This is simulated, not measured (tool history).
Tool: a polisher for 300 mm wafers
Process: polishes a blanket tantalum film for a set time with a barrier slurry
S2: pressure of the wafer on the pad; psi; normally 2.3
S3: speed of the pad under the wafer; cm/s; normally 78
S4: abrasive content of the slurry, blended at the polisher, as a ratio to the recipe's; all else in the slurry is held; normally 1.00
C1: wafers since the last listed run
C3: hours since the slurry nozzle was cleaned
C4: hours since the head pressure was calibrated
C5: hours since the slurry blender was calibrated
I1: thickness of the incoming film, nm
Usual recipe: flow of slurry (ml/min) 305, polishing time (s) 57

run 1 day=0.000 | flow_of_slurry_(ml/min)=305 S2=2.6 S3=78 S4=1.00 polishing_time_(s)=57 | C1=0 wafers_polished_on_this_pad=2288 C3=147.0 C4=148.5 C5=38.5 | I1=235.8 | film_removed_(Å)=967
run 2 day=6.638 | flow_of_slurry_(ml/min)=305 S2=2.3 S3=78 S4=1.00 polishing_time_(s)=57 | C1=2062 wafers_polished_on_this_pad=4350 C3=306.3 C4=307.8 C5=197.8 | I1=241.6 | film_removed_(Å)=870
run 3 day=7.792 | flow_of_slurry_(ml/min)=305 S2=2.3 S3=78 S4=1.00 polishing_time_(s)=57 | C1=358 wafers_polished_on_this_pad=4709 C3=334.0 C4=335.5 C5=225.5 | I1=235.2 | film_removed_(Å)=870
run 4 day=9.621 | flow_of_slurry_(ml/min)=305 S2=2.3 S3=78 S4=1.00 polishing_time_(s)=57 | C1=568 wafers_polished_on_this_pad=5277 C3=377.9 C4=379.4 C5=269.4 | I1=236.5 | film_removed_(Å)=867
run 5 day=12.504 | flow_of_slurry_(ml/min)=305 S2=2.3 S3=78 S4=1.00 polishing_time_(s)=57 | C1=895 wafers_polished_on_this_pad=6173 C3=447.1 C4=448.6 C5=338.6 | I1=236.3 | film_removed_(Å)=869
-- day=12.758 worn pad replaced by a new one
-- day=13.271 slurry nozzle cleaned
-- day=13.692 head pressure recalibrated
run 6 day=13.817 | flow_of_slurry_(ml/min)=305 S2=2.3 S3=78 S4=1.00 polishing_time_(s)=57 | C1=317 wafers_polished_on_this_pad=289 C3=13.1 C4=3.0 C5=370.1 | I1=243.4 | film_removed_(Å)=874
-- day=14.858 slurry blender recalibrated
run 7 day=16.467 | flow_of_slurry_(ml/min)=305 S2=2.3 S3=78 S4=1.00 polishing_time_(s)=57 | C1=797 wafers_polished_on_this_pad=1087 C3=76.7 C4=66.6 C5=38.6 | I1=242.6 | film_removed_(Å)=871
run 8 day=19.458 | flow_of_slurry_(ml/min)=305 S2=2.3 S3=78 S4=1.00 polishing_time_(s)=57 | C1=929 wafers_polished_on_this_pad=2016 C3=148.5 C4=138.4 C5=110.4 | I1=245.1 | film_removed_(Å)=856
run 9 day=22.275 | flow_of_slurry_(ml/min)=305 S2=2.9 S3=78 S4=1.00 polishing_time_(s)=57 | C1=875 wafers_polished_on_this_pad=2891 C3=216.1 C4=206.0 C5=178.0 | I1=239.4 | film_removed_(Å)=1084
run 10 day=23.996 | flow_of_slurry_(ml/min)=305 S2=2.9 S3=78 S4=1.00 polishing_time_(s)=57 | C1=534 wafers_polished_on_this_pad=3426 C3=257.4 C4=247.3 C5=219.3 | I1=235.7 | film_removed_(Å)=1071
run 11 day=25.304 | flow_of_slurry_(ml/min)=305 S2=2.3 S3=78 S4=1.00 polishing_time_(s)=57 | C1=406 wafers_polished_on_this_pad=3832 C3=288.8 C4=278.7 C5=250.7 | I1=240.2 | film_removed_(Å)=855
run 12 day=27.025 | flow_of_slurry_(ml/min)=305 S2=2.3 S3=78 S4=1.00 polishing_time_(s)=57 | C1=534 wafers_polished_on_this_pad=4367 C3=330.1 C4=320.0 C5=292.0 | I1=242.6 | film_removed_(Å)=858
-- day=28.108 worn pad replaced by a new one
run 13 day=29.208 | flow_of_slurry_(ml/min)=305 S2=2.0 S3=96 S4=1.00 polishing_time_(s)=57 | C1=626 wafers_polished_on_this_pad=342 C3=382.5 C4=372.4 C5=344.4 | I1=242.2 | film_removed_(Å)=931
-- day=30.333 slurry nozzle cleaned
run 14 day=30.467 | flow_of_slurry_(ml/min)=305 S2=3.0 S3=78 S4=1.30 polishing_time_(s)=38 | C1=378 wafers_polished_on_this_pad=720 C3=3.2 C4=402.6 C5=374.6 | I1=241.1 | film_removed_(Å)=787
-- day=31.112 slurry blender recalibrated
run 15 day=32.854 | flow_of_slurry_(ml/min)=405 S2=2.5 S3=64 S4=1.00 polishing_time_(s)=67 | C1=715 wafers_polished_on_this_pad=1435 C3=60.5 C4=459.9 C5=41.8 | I1=236.7 | film_removed_(Å)=935
run 16 day=35.738 | flow_of_slurry_(ml/min)=240 S2=2.3 S3=90 S4=0.85 polishing_time_(s)=41 | C1=895 wafers_polished_on_this_pad=2331 C3=129.7 C4=529.1 C5=111.0 | I1=241.7 | film_removed_(Å)=680
-- day=36.792 head pressure recalibrated
run 17 day=36.812 | flow_of_slurry_(ml/min)=305 S2=2.3 S3=78 S4=1.00 polishing_time_(s)=57 | C1=308 wafers_polished_on_this_pad=2639 C3=155.5 C4=0.5 C5=136.8 | I1=240.1 | film_removed_(Å)=877
run 18 day=38.017 | flow_of_slurry_(ml/min)=305 S2=2.3 S3=78 S4=1.00 polishing_time_(s)=57 | C1=374 wafers_polished_on_this_pad=3014 C3=184.4 C4=29.4 C5=165.7 | I1=241.6 | film_removed_(Å)=871
run 19 day=45.708 | flow_of_slurry_(ml/min)=305 S2=3.0 S3=90 S4=1.10 polishing_time_(s)=68 | C1=2389 wafers_polished_on_this_pad=5403 C3=369.0 C4=214.0 C5=350.3 | I1=238.0 | film_removed_(Å)=1570
-- day=47.008 slurry nozzle cleaned
run 20 day=47.042 | flow_of_slurry_(ml/min)=380 S2=2.3 S3=100 S4=0.90 polishing_time_(s)=57 | C1=401 wafers_polished_on_this_pad=5805 C3=0.8 C4=246.0 C5=382.3 | I1=239.0 | film_removed_(Å)=1105
-- day=47.438 worn pad replaced by a new one
run 21 day=49.546 | flow_of_slurry_(ml/min)=305 S2=2.3 S3=78 S4=1.15 polishing_time_(s)=57 | C1=726 wafers_polished_on_this_pad=655 C3=60.9 C4=306.1 C5=442.4 | I1=234.8 | film_removed_(Å)=889
-- day=51.133 slurry blender recalibrated
run 22 day=52.129 | flow_of_slurry_(ml/min)=305 S2=2.3 S3=78 S4=1.00 polishing_time_(s)=57 | C1=776 wafers_polished_on_this_pad=1431 C3=122.9 C4=368.1 C5=23.9 | I1=237.0 | film_removed_(Å)=862
run 23 day=54.050 | flow_of_slurry_(ml/min)=305 S2=2.3 S3=78 S4=1.00 polishing_time_(s)=57 | C1=596 wafers_polished_on_this_pad=2028 C3=169.0 C4=414.2 C5=70.0 | I1=240.3 | film_removed_(Å)=862
-- day=55.275 head pressure recalibrated
run 24 day=56.262 | flow_of_slurry_(ml/min)=220 S2=2.3 S3=78 S4=1.00 polishing_time_(s)=57 | C1=661 wafers_polished_on_this_pad=2690 C3=222.1 C4=23.7 C5=123.1 | I1=241.1 | film_removed_(Å)=843
run 25 day=58.483 | flow_of_slurry_(ml/min)=405 S2=2.5 S3=64 S4=1.00 polishing_time_(s)=67 | C1=689 wafers_polished_on_this_pad=3380 C3=275.4 C4=77.0 C5=176.4 | I1=243.0 | film_removed_(Å)=913
run 26 day=60.438 | flow_of_slurry_(ml/min)=390 S2=2.3 S3=78 S4=1.00 polishing_time_(s)=75 | C1=607 wafers_polished_on_this_pad=3987 C3=322.3 C4=123.9 C5=223.3 | I1=239.4 | film_removed_(Å)=1144
run 27 day=62.242 | flow_of_slurry_(ml/min)=365 S2=2.3 S3=94 S4=1.30 polishing_time_(s)=66 | C1=560 wafers_polished_on_this_pad=4547 C3=365.6 C4=167.2 C5=266.6 | I1=237.7 | film_removed_(Å)=1286
-- day=63.658 worn pad replaced by a new one
run 28 day=63.733 | flow_of_slurry_(ml/min)=380 S2=2.6 S3=50 S4=0.85 polishing_time_(s)=57 | C1=411 wafers_polished_on_this_pad=22 C3=401.4 C4=203.0 C5=302.4 | I1=239.2 | film_removed_(Å)=623
-- day=65.112 slurry nozzle cleaned
run 29 day=66.675 | flow_of_slurry_(ml/min)=305 S2=2.3 S3=78 S4=1.10 polishing_time_(s)=57 | C1=901 wafers_polished_on_this_pad=923 C3=37.5 C4=273.6 C5=373.0 | I1=239.5 | film_removed_(Å)=904
-- day=68.096 slurry blender recalibrated
run 30 day=68.983 | flow_of_slurry_(ml/min)=275 S2=2.9 S3=102 S4=0.75 polishing_time_(s)=57 | C1=691 wafers_polished_on_this_pad=1614 C3=92.9 C4=329.0 C5=21.3 | I1=239.0 | film_removed_(Å)=1316

List, for all runs, the conditions of the tool that the log does not record:
removal rate lost through wear of the pad, %: 0 at every run
slurry flow missing at the pad, %: 0 at every run
deviation of the head's pressure from its setpoint, %: 0 at every run
abrasive missing from the slurry, %: 0 at every run

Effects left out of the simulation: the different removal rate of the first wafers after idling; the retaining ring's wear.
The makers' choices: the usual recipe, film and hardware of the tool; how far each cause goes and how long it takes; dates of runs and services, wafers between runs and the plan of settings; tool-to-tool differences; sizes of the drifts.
